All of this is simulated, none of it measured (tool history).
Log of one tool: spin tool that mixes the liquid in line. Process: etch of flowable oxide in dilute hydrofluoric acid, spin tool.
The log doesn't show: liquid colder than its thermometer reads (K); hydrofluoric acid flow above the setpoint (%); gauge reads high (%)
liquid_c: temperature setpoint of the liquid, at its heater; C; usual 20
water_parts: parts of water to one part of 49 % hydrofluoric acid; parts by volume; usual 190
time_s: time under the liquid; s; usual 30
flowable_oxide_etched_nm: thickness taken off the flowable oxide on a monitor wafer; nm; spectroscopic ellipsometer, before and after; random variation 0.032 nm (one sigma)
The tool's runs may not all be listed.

run   hour  liquid_c  water_parts  time_s  wafers since the last listed run  hours since the thermometer was replaced  hours since the hydrofluoric acid flow meter was replaced  hours since the gauge calibration  read-back film thickness of the flowable oxide reference wafer, read on the same gauge (nm)  flowable_oxide_etched_nm
  1      0        22          190      35                                 0                                    2018.9                                                     1636.4                              304.1                                                                                        89.99                      7.93
  2   10.2        20          190      30                               153                                    2029.1                                                     1646.6                              314.3                                                                                           90                      6.26
  3   28.1        20          190      30                               269                                      2047                                                     1664.5                              332.2                                                                                           90                      6.28
  4   44.5        20          265      30                               246                                    2063.4                                                     1680.9                              348.6                                                                                        89.98                      4.22
  5   55.3        20          190      30                               162                                    2074.2                                                     1691.7                              359.4                                                                                        89.99                      6.32
  6   71.6        20          190      30                               245                                    2090.5                                                       1708                              375.7                                                                                        89.98                       6.3
  7   79.7        20          190      30                               121                                    2098.6                                                     1716.1                              383.8                                                                                        89.98                      6.34
  8     92        20          190      30                               185                                    2110.9                                                     1728.4                              396.1                                                                                        90.01                      6.31
  9  103.9      21.5          190      30                               179                                    2122.8                                                     1740.3                                408                                                                                           90                      6.71
 10    115      21.5          190      30                               167                                    2133.9                                                     1751.4                              419.1                                                                                        89.99                      6.69
 11  124.5        20          260      30                               142                                    2143.4                                                     1760.9                              428.6                                                                                        90.01                      4.33
 12  131.3        20          190      30                               102                                    2150.2                                                     1767.7                              435.4                                                                                           90                      6.38
     135.8  -- thermometer replaced
 13  141.5        20          190      30                               138                                       5.7                                                     1777.9                              445.6                                                                                        89.99                      6.37
     149.6  -- gauge calibrated
 14  153.1        20          190      30                               174                                      17.3                                                     1789.5                                3.5                                                                                        90.01                      6.35
 15  160.3        20          190      30                               108                                      24.5                                                     1796.7                               10.7                                                                                        90.02                      6.39
 16  169.4        20          190      30                               136                                      33.6                                                     1805.8                               19.8                                                                                           90                      6.34
 17  176.4        20          190      30                               105                                      40.6                                                     1812.8                               26.8                                                                                        89.99                      6.32
 18  189.1        20          190      30                               191                                      53.3                                                     1825.5                               39.5                                                                                           90                      6.41
 19  199.2        17          120      30                               152                                      63.4                                                     1835.6                               49.6                                                                                        90.01                       9.5
 20  207.5      18.5          235      20                               124                                      71.7                                                     1843.9                               57.9                                                                                           90                      3.09
 21    220        20          235      40                               188                                      84.2                                                     1856.4                               70.4                                                                                           90                      6.61
 22    234      22.5          280      30                               210                                      98.2                                                     1870.4                               84.4                                                                                        89.98                      4.39
     239.3  -- hydrofluoric acid flow meter replaced
 23  245.6        20          190      30                               159                                     109.8                                                        6.3                                 96                                                                                        89.99                      5.73
 24  252.2        17          140      45                                99                                     116.4                                                       12.9                              102.6                                                                                        89.99                      10.8
 25  268.8      21.5          270      40                               249                                       133                                                       29.5                              119.2                                                                                           90                      5.24
 26  276.5        17          150      15                               115                                     140.7                                                       37.2                              126.9                                                                                        89.98                      3.38
 27  291.5        18          145      40                               225                                     155.7                                                       52.2                              141.9                                                                                        89.99                       9.7
 28  304.9        20          190      30                               201                                     169.1                                                       65.6                              155.3                                                                                        89.99                      5.68
 29    322      18.5          190      45                               257                                     186.2                                                       82.7                              172.4                                                                                        89.99                      8.14
 30    328        20          190      30                                90                                     192.2                                                       88.7                              178.4                                                                                        89.99                      5.78
 31  343.1        20          190      30                               227                                     207.3                                                      103.8                              193.5                                                                                        90.01                      5.83
 32  353.6        25          190      30                               158                                     217.8                                                      114.3                                204                                                                                        89.98                      6.92
 33  365.1        20          190      30                               173                                     229.3                                                      125.8                              215.5                                                                                        90.01                       5.8
 34  376.9      22.5          280      30                               177                                     241.1                                                      137.6                              227.3                                                                                           90                      3.96
 35  403.3        17          230      15                               397                                     267.5                                                        164                              253.7                                                                                        89.99                      2.04

What the log doesn't show, run by run:
liquid colder than its thermometer reads (K): 0 in every run
gauge reads high (%): 0 in every run
H1: hydrofluoric acid flow above the setpoint (%)
run    H1
  1  10.6
  2  10.7
  3  10.8
  4  10.9
  5  10.9
  6    11
  7  11.1
  8  11.2
  9  11.2
 10  11.3
 11  11.4
 12  11.4
 13  11.5
 14  11.5
 15  11.6
 16  11.6
 17  11.7
 18  11.8
 19  11.8
 20  11.9
 21    12
 22    12
 23  2.04
 24  2.08
 25  2.18
 26  2.23
 27  2.32
 28  2.41
 29  2.51
 30  2.55
 31  2.64
 32  2.71
 33  2.78
 34  2.85
 35  3.02
